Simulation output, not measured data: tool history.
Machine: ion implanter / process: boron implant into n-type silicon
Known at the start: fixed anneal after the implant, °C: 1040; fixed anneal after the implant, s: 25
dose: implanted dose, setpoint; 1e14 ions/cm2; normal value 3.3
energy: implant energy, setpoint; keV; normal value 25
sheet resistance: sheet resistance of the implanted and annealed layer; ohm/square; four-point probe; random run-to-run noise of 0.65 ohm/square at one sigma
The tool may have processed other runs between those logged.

run   hour  dose  energy  wafers since the last listed run  hours since the last dose calibration  hours since the extraction supply was calibrated  hours since the gauge calibration  read-back reference wafer on the same gauge, sheet resistance  sheet resistance
  1      0   3.3      25                                 0                                  830.6                                              5650                               47.1                                                         197.88            240.45
  2   12.6   3.3    18.5                               161                                  843.2                                            5662.6                               59.7                                                         198.08            247.87
  3   25.7   3.3    18.5                               168                                  856.3                                            5675.7                               72.8                                                         198.05            247.62
  4   35.8   3.3    18.5                               129                                  866.4                                            5685.8                               82.9                                                         197.99            247.07
  5   52.1  2.52      25                               209                                  882.7                                            5702.1                               99.2                                                         197.96            299.58
  6   62.5  2.52      25                               133                                  893.1                                            5712.5                              109.6                                                         197.97            298.46
  7   71.8   3.5      25                               119                                  902.4                                            5721.8                              118.9                                                         198.04            227.41
  8   88.9   3.3      25                               219                                  919.5                                            5738.9                                136                                                         197.89            240.22
  9   98.8   3.3      25                               126                                  929.4                                            5748.8                              145.9                                                          198.1            239.14
 10  107.2   3.3      25                               107                                  937.8                                            5757.2                              154.3                                                         198.01               239
 11  125.1   3.3      25                               229                                  955.7                                            5775.1                              172.2                                                         197.91            239.02
 12  142.8   3.3      25                               227                                  973.4                                            5792.8                              189.9                                                         197.94            239.24
 13  156.5  3.02      19                               175                                  987.1                                            5806.5                              203.6                                                          197.9            264.61
     170.1  -- extraction supply calibrated
 14  170.6  3.02      19                                78                                 1001.2                                               0.5                              217.7                                                         197.82            263.78
 15  176.1  3.55      25                                70                                 1006.7                                                 6                              223.2                                                         197.85            224.65
 16    183   3.3      25                                88                                 1013.6                                              12.9                              230.1                                                            198            238.63
 17  197.9  3.73      25                               191                                 1028.5                                              27.8                                245                                                         197.82            215.49
 18  208.9  3.73      25                               141                                 1039.5                                              38.8                                256                                                         197.97            215.77
 19  218.8  3.73      25                               126                                 1049.4                                              48.7                              265.9                                                          197.9            214.58
     238.1  -- Faraday cup replaced and dose calibrated
 20  238.6   3.3      31                               151                                    0.5                                              68.5                              285.7                                                         198.15            239.51
 21  250.2   2.8    30.5                               148                                   12.1                                              80.1                              297.3                                                         198.26            276.27
     259.6  -- gauge calibrated
 22  265.2   3.3      18                               192                                   27.1                                              95.1                                5.6                                                         198.12            253.81
 23  280.4  2.53      32                               194                                   42.3                                             110.3                               20.8                                                         198.12            295.66
 24  296.2  4.25    20.5                               202                                   58.1                                             126.1                               36.6                                                         197.77            203.37
 25  313.6  3.56      25                               223                                   75.5                                             143.5                                 54                                                            198            230.51
 26  325.3  2.78    20.5                               150                                   87.2                                             155.2                               65.7                                                         197.93            286.21
 27  334.2   3.3      25                               114                                   96.1                                             164.1                               74.6                                                         197.98            246.44
 28  344.6   3.3      25                               133                                  106.5                                             174.5                                 85                                                         198.08            244.47
 29  353.5  3.79      33                               114                                  115.4                                             183.4                               93.9                                                         197.99            211.74
 30  365.3  3.89      25                               151                                  127.2                                             195.2                              105.7                                                         197.96            213.07
 31  372.1  4.02      29                                87                                    134                                               202                              112.5                                                         197.96            203.65
 32  388.7  3.63      25                               212                                  150.6                                             218.6                              129.1                                                         198.01            226.17
 33  398.8   3.3      25                               129                                  160.7                                             228.7                              139.2                                                         198.05            244.92
 34  416.1  4.21    29.5                               221                                    178                                               246                              156.5                                                         197.93            195.82
 35  427.4  2.95    28.5                               144                                  189.3                                             257.3                              167.8                                                         197.96            263.79
 36  438.6  2.89    16.5                               143                                  200.5                                             268.5                                179                                                         198.07            283.17
 37  458.5  2.67      29                               255                                  220.4                                             288.4                              198.9                                                         197.85            286.38
 38  469.3   3.3      25                               138                                  231.2                                             299.2                              209.7                                                         197.96            244.68

Below are 3 alternative next runs, each starting from the tool's condition after run 38. Predict each:
  A  469.7  3.62      25                                 5                                  231.6                                             299.6                              210.1                                                              ?                 ?
  B  469.7   3.3      29                                 5                                  231.6                                             299.6                              210.1                                                              ?                 ?
  C  469.7   3.3      19                                 5                                  231.6                                             299.6                              210.1                                                              ?                 ?

run  read-back reference wafer on the same gauge, sheet resistance  sheet resistance
  A                                                         198.02            226.26
  B                                                         198.02            240.31
  C                                                         198.02            251.34
The same runs, with their run-to-run variation unchanged, on a tool lacking any hidden condition would have given:
run  sheet resistance
  A            228.19
  B            242.37
  C            253.48
